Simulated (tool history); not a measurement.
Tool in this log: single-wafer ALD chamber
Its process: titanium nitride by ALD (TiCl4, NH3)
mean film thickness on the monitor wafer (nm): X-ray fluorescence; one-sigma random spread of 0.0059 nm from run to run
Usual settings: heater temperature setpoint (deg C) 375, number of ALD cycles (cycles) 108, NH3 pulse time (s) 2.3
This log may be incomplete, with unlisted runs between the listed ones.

| run | hour | heater temperature setpoint (deg C) | number of ALD cycles (cycles) | NH3 pulse time (s) | read-back reference wafer on the same gauge, thickness_nm | mean film thickness on the monitor wafer (nm) |
|---|---|---|---|---|---|---|
| 1 | 0 | 375 | 108 | 2.3 | 2.038 | 2.343 |
| 2 | 46.7 | 375 | 108 | 2.3 | 2.036 | 2.341 |
| 3 | 109 | 375 | 108 | 2.3 | 2.033 | 2.334 |
| 4 | 144.1 | 375 | 108 | 2.3 | 2.031 | 2.327 |
| 5 | 195.1 | 375 | 108 | 2.3 | 2.028 | 2.334 |
| 6 | 243.9 | 375 | 98 | 2.55 | 2.027 | 2.131 |
| 7 | 271.6 | 375 | 98 | 2.55 | 2.026 | 2.128 |
|  | 284.7 | thermocouple changed; heater temperature recalibrated |
| 8 | 324.6 | 375 | 117 | 2.3 | 2.025 | 2.526 |
| 9 | 393.5 | 375 | 108 | 2.3 | 2.025 | 2.328 |
|  | 417.1 | gauge calibrated |
|  | 418.4 | showerhead replaced |
| 10 | 431.7 | 379 | 99 | 2.3 | 2.062 | 2.178 |
| 11 | 472.8 | 375 | 108 | 2.3 | 2.056 | 2.374 |
| 12 | 506.2 | 369 | 108 | 2.3 | 2.052 | 2.322 |
| 13 | 537 | 361 | 108 | 2.3 | 2.049 | 2.276 |
| 14 | 565 | 375 | 108 | 2.3 | 2.046 | 2.344 |
| 15 | 610 | 369 | 108 | 2.69 | 2.041 | 2.337 |
| 16 | 645.4 | 385 | 129 | 2.3 | 2.043 | 2.822 |
| 17 | 689.3 | 370 | 91 | 1.87 | 2.039 | 1.915 |

For each run, the measured value with the value that run would have given without the tool's hidden condition subtracted. The run-to-run variation is shared by both, the gauge scatter possibly not:
Unlogged tool condition in this case: wafer temperature above the value expected at the setpoint (K); gauge reads high (%).
| run | mean film thickness on the monitor wafer (nm) |
|---|---|
| 1 | -0.026 |
| 2 | -0.029 |
| 3 | -0.033 |
| 4 | -0.035 |
| 5 | -0.037 |
| 6 | -0.036 |
| 7 | -0.035 |
| 8 | -0.044 |
| 9 | -0.042 |
| 10 | +0.002 |
| 11 | -0.004 |
| 12 | -0.009 |
| 13 | -0.013 |
| 14 | -0.016 |
| 15 | -0.021 |
| 16 | -0.028 |
| 17 | -0.021 |
